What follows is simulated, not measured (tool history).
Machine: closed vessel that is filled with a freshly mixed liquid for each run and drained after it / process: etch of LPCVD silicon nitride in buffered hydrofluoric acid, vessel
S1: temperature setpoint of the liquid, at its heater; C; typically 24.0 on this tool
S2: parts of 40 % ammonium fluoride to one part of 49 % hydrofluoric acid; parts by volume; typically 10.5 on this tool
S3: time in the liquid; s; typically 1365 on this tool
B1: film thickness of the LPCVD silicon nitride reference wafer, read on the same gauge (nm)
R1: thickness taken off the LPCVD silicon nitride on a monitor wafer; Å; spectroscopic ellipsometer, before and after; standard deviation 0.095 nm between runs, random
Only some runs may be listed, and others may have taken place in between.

Run 1, hour 0.0: usual settings; B1 110.51. Result: R1 191.2 Å.
Run 2, hour 39.9: usual settings; B1 110.68. Result: R1 191.7 Å.
Run 3, hour 111.7: usual settings; B1 110.75. Result: R1 191.7 Å.
Run 4, hour 150.0: usual settings; B1 110.93. Result: R1 191.9 Å.
At hour 217.8: hydrofluoric acid flow meter replaced.
Run 5, hour 257.1: usual settings; B1 111.12. Result: R1 192.2 Å.
Run 6, hour 348.1: usual settings; B1 111.43. Result: R1 191.7 Å.
Run 7, hour 411.8: usual settings; B1 111.67. Result: R1 190.9 Å.
Run 8, hour 475.6: usual settings; B1 111.91. Result: R1 193.1 Å.
Run 9, hour 540.9: usual settings; B1 112.20. Result: R1 194.0 Å.
Run 10, hour 587.7: usual settings; B1 112.39. Result: R1 195.9 Å.
Run 11, hour 649.4: usual settings; B1 112.64. Result: R1 193.2 Å.
Run 12, hour 729.6: usual settings but S1 21.5 C, S2 11.5 parts by volume, S3 2095 s; B1 113.00. Result: R1 237.1 Å.
Run 13, hour 786.8: usual settings but S1 21.0 C, S2 14.5 parts by volume, S3 1605 s; B1 113.35. Result: R1 141.8 Å.
Run 14, hour 882.5: usual settings but S1 19.5 C; B1 113.85. Result: R1 152.5 Å.
At hour 884.8: thermometer replaced.
Run 15, hour 978.7: usual settings but S1 27.5 C, S2 9.0 parts by volume, S3 2035 s; B1 114.51. Result: R1 393.3 Å.
Run 16, hour 1056.6: usual settings; B1 114.95. Result: R1 198.3 Å.
At hour 1060.3: gauge calibrated.
Run 17, hour 1140.4: usual settings but S1 20.5 C, S2 8.5 parts by volume; B1 109.78. Result: R1 187.4 Å.
Run 18, hour 1190.3: usual settings; B1 109.81. Result: R1 190.3 Å.
At hour 1222.9: hydrofluoric acid flow meter replaced.
Run 19, hour 1227.8: usual settings; B1 109.80. Result: R1 189.2 Å.
Run 20, hour 1264.5: usual settings but S1 28.5 C, S2 9.0 parts by volume, S3 1735 s; B1 109.84. Result: R1 345.1 Å.
Run 21, hour 1336.6: usual settings but S1 27.0 C, S2 12.0 parts by volume; B1 109.94. Result: R1 196.1 Å.
Run 22, hour 1433.0: usual settings but S3 1120 s; B1 110.01. Result: R1 154.1 Å.
Run 23, hour 1539.2: usual settings but S2 7.5 parts by volume; B1 110.27. Result: R1 261.2 Å.

Below, some changes in R1 between adjacent runs. For each, the amount present without the hidden state too (settings, incoming material, random variation) and the amount remaining for the hidden state with gauge scatter not shared by both compared results:
Hidden state at play: liquid hotter than its thermometer reads (K); hydrofluoric acid flow below the setpoint (%); gauge reads high (%).
Run 14 -> 15: S1 19.5 -> 27.5, S2 10.5 -> 9.0, S3 1365 -> 2035, thermometer replaced. R1 +240.8 Å: hidden state +10.1, all else +230.7.
Run 15 -> 16: S1 27.5 -> 24.0, S2 9.0 -> 10.5, S3 2035 -> 1365. R1 -195.0 Å: hidden state -6.7, all else -188.3.
Run 16 -> 17: S1 24.0 -> 20.5, S2 10.5 -> 8.5, gauge calibrated. R1 -10.9 Å: hidden state -9.1, all else -1.8.
